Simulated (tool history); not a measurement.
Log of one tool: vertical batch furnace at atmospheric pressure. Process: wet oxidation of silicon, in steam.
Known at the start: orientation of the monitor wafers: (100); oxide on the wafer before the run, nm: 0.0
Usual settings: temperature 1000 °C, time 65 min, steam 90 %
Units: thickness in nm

| run | hour | temperature | time | steam | read-back reference wafer on the same gauge, thickness | thickness |
|---|---|---|---|---|---|---|
| 1 | 0 | 1000 | 54 | 90 | 355.74 | 356.48 |
| 2 | 73.8 | 1000 | 54 | 90 | 355.9 | 355.02 |
| 3 | 114 | 1000 | 54 | 90 | 355.52 | 355.7 |
| 4 | 167.2 | 1000 | 65 | 90 | 355.88 | 404.91 |
| 5 | 215.4 | 1000 | 65 | 90 | 355.96 | 404.67 |
| 6 | 311.4 | 1000 | 65 | 90 | 356.39 | 403.67 |
| 7 | 412.4 | 1000 | 48.5 | 90 | 355.87 | 330.47 |
| 8 | 466 | 1000 | 65 | 90 | 356.21 | 403.15 |
| 9 | 508.7 | 1000 | 65 | 90 | 355.75 | 406.03 |
| 10 | 607.7 | 1000 | 65 | 82 | 355.69 | 379.02 |
| 11 | 672.9 | 1000 | 65 | 82 | 356.08 | 377.2 |
| 12 | 776.3 | 1000 | 65 | 82 | 355.88 | 379.5 |
| 13 | 867.4 | 986 | 65 | 90 | 355.82 | 365.73 |
|  | 923.1 | thermocouples replaced and temperature profile calibrated |
| 14 | 923.6 | 1000 | 65 | 90 | 356.06 | 390.45 |
| 15 | 1020.6 | 1000 | 65 | 90 | 355.79 | 390.14 |
| 16 | 1071.8 | 1000 | 58 | 90 | 355.78 | 363.3 |
| 17 | 1125.5 | 1022 | 36 | 78 | 356.1 | 278.83 |
| 18 | 1215.9 | 982 | 35.5 | 90 | 356.42 | 219.94 |
| 19 | 1258.8 | 1011 | 52.5 | 86 | 356.13 | 356.82 |
|  | 1376.1 | steam generator serviced |
|  | 1451.7 | gauge calibrated |
| 20 | 1558.6 | 1000 | 65 | 90 | 355.9 | 397.06 |
| 21 | 1620.7 | 1000 | 65 | 90 | 356.03 | 396.6 |
| 22 | 1666.8 | 1013 | 65 | 90 | 355.8 | 434.96 |
| 23 | 1740.3 | 1013 | 65 | 90 | 355.96 | 435.16 |
| 24 | 1837.7 | 992 | 83 | 90 | 355.81 | 444.48 |
| 25 | 1916.7 | 1000 | 65 | 90 | 356.15 | 398.56 |
| 26 | 1971.6 | 1000 | 65 | 90 | 355.64 | 399.89 |
| 27 | 2041.1 | 1000 | 65 | 84 | 355.87 | 383.25 |
| 28 | 2116.8 | 976 | 65 | 97 | 355.9 | 352.04 |
| 29 | 2220.6 | 1000 | 65 | 90 | 356.05 | 400.63 |
| 30 | 2265 | 980 | 42.5 | 97 | 356.06 | 266.27 |
| 31 | 2312.2 | 1000 | 33 | 86 | 355.7 | 240.59 |
| 32 | 2413.2 | 988 | 51 | 84 | 356.32 | 295.23 |

The tool's hidden state at each run:
steam share off its setpoint, % of the setpoint: 0 in every run
gauge reads high (%): 0 in every run
H1: true tube temperature minus thermocouple reading, K
| run | H1 |
|---|---|
| 1 | 4.83 |
| 2 | 4.86 |
| 3 | 4.88 |
| 4 | 4.9 |
| 5 | 4.92 |
| 6 | 4.96 |
| 7 | 5 |
| 8 | 5.02 |
| 9 | 5.03 |
| 10 | 5.06 |
| 11 | 5.08 |
| 12 | 5.11 |
| 13 | 5.14 |
| 14 | 0.6 |
| 15 | 0.931 |
| 16 | 1.1 |
| 17 | 1.26 |
| 18 | 1.53 |
| 19 | 1.66 |
| 20 | 2.42 |
| 21 | 2.56 |
| 22 | 2.66 |
| 23 | 2.81 |
| 24 | 3.01 |
| 25 | 3.15 |
| 26 | 3.25 |
| 27 | 3.37 |
| 28 | 3.49 |
| 29 | 3.65 |
| 30 | 3.72 |
| 31 | 3.78 |
| 32 | 3.92 |
